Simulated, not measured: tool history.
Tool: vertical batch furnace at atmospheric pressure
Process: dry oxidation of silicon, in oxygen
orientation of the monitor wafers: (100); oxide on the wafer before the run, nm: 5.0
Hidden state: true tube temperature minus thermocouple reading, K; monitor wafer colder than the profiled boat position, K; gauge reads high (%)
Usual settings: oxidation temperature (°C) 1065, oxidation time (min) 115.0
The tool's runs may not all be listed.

run,hour,oxidation temperature (°C),oxidation time (min),wafers since the last listed run,hours since the last temperature calibration,hours since the boat lift was adjusted,hours since the gauge calibration,"read-back reference wafer on the same gauge, thickness",oxide thickness on the monitor wafer (angstrom)
1,0.0,1065,115.0,0,2894.4,1281.3,186.6,117.97,1239.0
2,21.3,1065,115.0,214,2915.7,1302.6,207.9,118.11,1233.9
# hour 23.0: gauge calibrated
3,30.5,1065,115.0,92,2924.9,1311.8,7.5,118.01,1245.3
4,40.1,1065,115.0,96,2934.5,1321.4,17.1,117.95,1242.2
5,53.0,1065,115.0,129,2947.4,1334.3,30.0,118.11,1240.6
6,61.3,1065,115.0,83,2955.7,1342.6,38.3,117.97,1238.0
7,80.5,1082,115.0,193,2974.9,1361.8,57.5,117.94,1403.6
8,98.6,1065,115.0,182,2993.0,1379.9,75.6,118.07,1239.2
9,159.2,1065,115.0,610,3053.6,1440.5,136.2,118.05,1239.8
10,172.2,1065,115.0,130,3066.6,1453.5,149.2,117.96,1238.1
11,186.8,1065,115.0,147,3081.2,1468.1,163.8,118.02,1238.6
# hour 232.5: thermocouples replaced and temperature profile calibrated
# hour 245.8: boat lift adjusted
12,246.3,1065,115.0,223,13.8,0.5,223.3,118.03,1241.5
13,251.4,1065,115.0,51,18.9,5.6,228.4,118.06,1243.8
14,256.4,1065,115.0,50,23.9,10.6,233.4,118.05,1236.1
15,261.5,1079,96.0,51,29.0,15.7,238.5,117.89,1229.9
16,281.1,1065,115.0,197,48.6,35.3,258.1,118.01,1241.0
# hour 281.3: gauge calibrated
17,297.9,1065,115.0,169,65.4,52.1,16.6,117.91,1236.5
18,311.3,1065,115.0,134,78.8,65.5,30.0,117.96,1242.0
19,324.6,1079,96.0,133,92.1,78.8,43.3,118.05,1221.6
20,334.0,1065,162.0,94,101.5,88.2,52.7,117.98,1535.3
21,343.0,1065,146.5,90,110.5,97.2,61.7,117.86,1447.4
22,362.2,1065,115.0,193,129.7,116.4,80.9,117.99,1242.8
23,378.4,1051,72.0,163,145.9,132.6,97.1,117.99,819.1
24,395.8,1046,171.0,175,163.3,150.0,114.5,117.91,1376.6
25,407.4,1065,137.5,116,174.9,161.6,126.1,117.93,1385.9
26,418.9,1050,138.0,115,186.4,173.1,137.6,117.91,1244.5
27,430.3,1047,158.5,114,197.8,184.5,149.0,117.96,1327.1
28,440.1,1065,115.0,98,207.6,194.3,158.8,118.01,1236.8
29,449.2,1047,133.0,91,216.7,203.4,167.9,117.99,1185.9

The tool's hidden state at each run:
true tube temperature minus thermocouple reading, K: 0 in every run
monitor wafer colder than the profiled boat position, K: 0 in every run
gauge reads high (%): 0 in every run
